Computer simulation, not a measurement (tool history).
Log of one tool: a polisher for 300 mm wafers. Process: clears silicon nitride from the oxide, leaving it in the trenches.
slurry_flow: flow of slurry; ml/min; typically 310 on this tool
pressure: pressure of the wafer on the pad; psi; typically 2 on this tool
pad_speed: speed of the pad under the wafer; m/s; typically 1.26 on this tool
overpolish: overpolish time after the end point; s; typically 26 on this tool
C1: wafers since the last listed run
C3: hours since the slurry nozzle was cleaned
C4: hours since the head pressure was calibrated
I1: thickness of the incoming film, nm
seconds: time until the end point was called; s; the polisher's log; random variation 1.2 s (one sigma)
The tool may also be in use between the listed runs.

{"run": 1, "hour": 0.0, "slurry_flow": 310, "pressure": 2, "pad_speed": 1.54, "overpolish": 26, "C1": 0, "wafers polished on this pad": 3247, "C3": 410.3, "C4": 99.7, "I1": 79.4, "seconds": 97.6}
{"hour": 86.2, "done": "worn pad replaced by a new one"}
{"run": 2, "hour": 95.3, "slurry_flow": 310, "pressure": 2, "pad_speed": 1.54, "overpolish": 26, "C1": 997, "wafers polished on this pad": 99, "C3": 505.6, "C4": 195, "I1": 80.5, "seconds": 93.9}
{"hour": 133.2, "done": "slurry nozzle cleaned"}
{"run": 3, "hour": 143.9, "slurry_flow": 310, "pressure": 2, "pad_speed": 1.54, "overpolish": 26, "C1": 520, "wafers polished on this pad": 619, "C3": 10.7, "C4": 243.6, "I1": 80.3, "seconds": 93.1}
{"run": 4, "hour": 185.4, "slurry_flow": 310, "pressure": 2, "pad_speed": 1.26, "overpolish": 26, "C1": 453, "wafers polished on this pad": 1073, "C3": 52.2, "C4": 285.1, "I1": 79, "seconds": 105.3}
{"run": 5, "hour": 303.8, "slurry_flow": 310, "pressure": 2, "pad_speed": 1.26, "overpolish": 26, "C1": 1294, "wafers polished on this pad": 2367, "C3": 170.6, "C4": 403.5, "I1": 81.2, "seconds": 110.3}
{"run": 6, "hour": 365.5, "slurry_flow": 310, "pressure": 2, "pad_speed": 1.26, "overpolish": 26, "C1": 674, "wafers polished on this pad": 3041, "C3": 232.3, "C4": 465.2, "I1": 80.7, "seconds": 111.1}
{"run": 7, "hour": 434.3, "slurry_flow": 310, "pressure": 2, "pad_speed": 1.26, "overpolish": 26, "C1": 751, "wafers polished on this pad": 3793, "C3": 301.1, "C4": 534, "I1": 79.7, "seconds": 114.8}
{"hour": 491.5, "done": "worn pad replaced by a new one"}
{"run": 8, "hour": 528.4, "slurry_flow": 310, "pressure": 2, "pad_speed": 1.26, "overpolish": 26, "C1": 984, "wafers polished on this pad": 403, "C3": 395.2, "C4": 628.1, "I1": 78.7, "seconds": 118.1}
{"hour": 599.8, "done": "head pressure recalibrated"}
{"run": 9, "hour": 634.0, "slurry_flow": 310, "pressure": 2, "pad_speed": 1.26, "overpolish": 26, "C1": 1132, "wafers polished on this pad": 1535, "C3": 500.8, "C4": 34.2, "I1": 79.4, "seconds": 122.1}
{"run": 10, "hour": 701.6, "slurry_flow": 255, "pressure": 2.2, "pad_speed": 1.26, "overpolish": 26, "C1": 738, "wafers polished on this pad": 2274, "C3": 568.4, "C4": 101.8, "I1": 80.3, "seconds": 114.3}
{"hour": 719.8, "done": "slurry nozzle cleaned"}
{"hour": 747.7, "done": "worn pad replaced by a new one, repeated, since the last time left the tool worse"}
{"run": 11, "hour": 807.5, "slurry_flow": 310, "pressure": 2, "pad_speed": 1.26, "overpolish": 26, "C1": 1102, "wafers polished on this pad": 653, "C3": 87.7, "C4": 207.7, "I1": 80.3, "seconds": 105.8}
{"run": 12, "hour": 875.4, "slurry_flow": 310, "pressure": 2, "pad_speed": 1.26, "overpolish": 26, "C1": 742, "wafers polished on this pad": 1395, "C3": 155.6, "C4": 275.6, "I1": 80.3, "seconds": 104.6}
{"run": 13, "hour": 920.5, "slurry_flow": 310, "pressure": 2, "pad_speed": 1.26, "overpolish": 26, "C1": 492, "wafers polished on this pad": 1888, "C3": 200.7, "C4": 320.7, "I1": 80.6, "seconds": 108.6}
{"run": 14, "hour": 1027.0, "slurry_flow": 310, "pressure": 2, "pad_speed": 1.26, "overpolish": 26, "C1": 1164, "wafers polished on this pad": 3052, "C3": 307.2, "C4": 427.2, "I1": 79.2, "seconds": 109.7}
{"run": 15, "hour": 1065.0, "slurry_flow": 280, "pressure": 2, "pad_speed": 1.26, "overpolish": 26, "C1": 415, "wafers polished on this pad": 3468, "C3": 345.2, "C4": 465.2, "I1": 80.1, "seconds": 113.3}
{"hour": 1175.5, "done": "worn pad replaced by a new one"}
{"run": 16, "hour": 1176.0, "slurry_flow": 215, "pressure": 2, "pad_speed": 1.1, "overpolish": 26, "C1": 1169, "wafers polished on this pad": 5, "C3": 456.2, "C4": 576.2, "I1": 80.8, "seconds": 123.2}
{"hour": 1243.6, "done": "head pressure recalibrated"}
{"run": 17, "hour": 1278.0, "slurry_flow": 310, "pressure": 2, "pad_speed": 1.26, "overpolish": 26, "C1": 1093, "wafers polished on this pad": 1098, "C3": 558.2, "C4": 34.4, "I1": 80.5, "seconds": 110.4}
{"hour": 1291.7, "done": "slurry nozzle cleaned"}
{"run": 18, "hour": 1342.0, "slurry_flow": 310, "pressure": 2, "pad_speed": 1.26, "overpolish": 26, "C1": 688, "wafers polished on this pad": 1787, "C3": 50.3, "C4": 98.4, "I1": 78.8, "seconds": 106.8}
{"run": 19, "hour": 1427.1, "slurry_flow": 310, "pressure": 1.7, "pad_speed": 1.12, "overpolish": 26, "C1": 930, "wafers polished on this pad": 2717, "C3": 135.4, "C4": 183.5, "I1": 80, "seconds": 138}
{"run": 20, "hour": 1520.9, "slurry_flow": 400, "pressure": 2.6, "pad_speed": 1, "overpolish": 31, "C1": 1025, "wafers polished on this pad": 3742, "C3": 229.2, "C4": 277.3, "I1": 80.9, "seconds": 99.8}
{"hour": 1590.1, "done": "worn pad replaced by a new one"}
{"run": 21, "hour": 1590.6, "slurry_flow": 310, "pressure": 2, "pad_speed": 1.26, "overpolish": 16, "C1": 718, "wafers polished on this pad": 5, "C3": 298.9, "C4": 347, "I1": 80.6, "seconds": 107}
{"run": 22, "hour": 1688.3, "slurry_flow": 310, "pressure": 2, "pad_speed": 1.26, "overpolish": 26, "C1": 1067, "wafers polished on this pad": 1073, "C3": 396.6, "C4": 444.7, "I1": 79.4, "seconds": 105.7}
{"run": 23, "hour": 1788.9, "slurry_flow": 275, "pressure": 2, "pad_speed": 0.86, "overpolish": 26, "C1": 1099, "wafers polished on this pad": 2173, "C3": 497.2, "C4": 545.3, "I1": 80.6, "seconds": 139.7}
{"run": 24, "hour": 1868.8, "slurry_flow": 265, "pressure": 2.5, "pad_speed": 1.26, "overpolish": 26, "C1": 873, "wafers polished on this pad": 3046, "C3": 577.1, "C4": 625.2, "I1": 79.6, "seconds": 88.9}

Measured minus without-hidden-state, run by run (identical run-to-run variation in each term; gauge scatter may differ):
Hidden state present: removal rate lost through wear of the pad, %; slurry flow missing at the pad, %; deviation of the head's pressure from its setpoint, %.
run=1 seconds=+5.3
run=2 seconds=+0.7
run=3 seconds=+0.8
run=4 seconds=+1.2
run=5 seconds=+3.3
run=6 seconds=+4.9
run=7 seconds=+7.4
run=8 seconds=+15
run=9 seconds=+16.6
run=10 seconds=+16.8
run=11 seconds=+0.5
run=12 seconds=+1.2
run=13 seconds=+1.9
run=14 seconds=+4.3
run=15 seconds=+5.7
run=16 seconds=+1.2
run=17 seconds=+1.6
run=18 seconds=+2.5
run=19 seconds=+5.5
run=20 seconds=+6.5
run=21 seconds=+0.6
run=22 seconds=+1.1
run=23 seconds=+3.4
run=24 seconds=+3.8
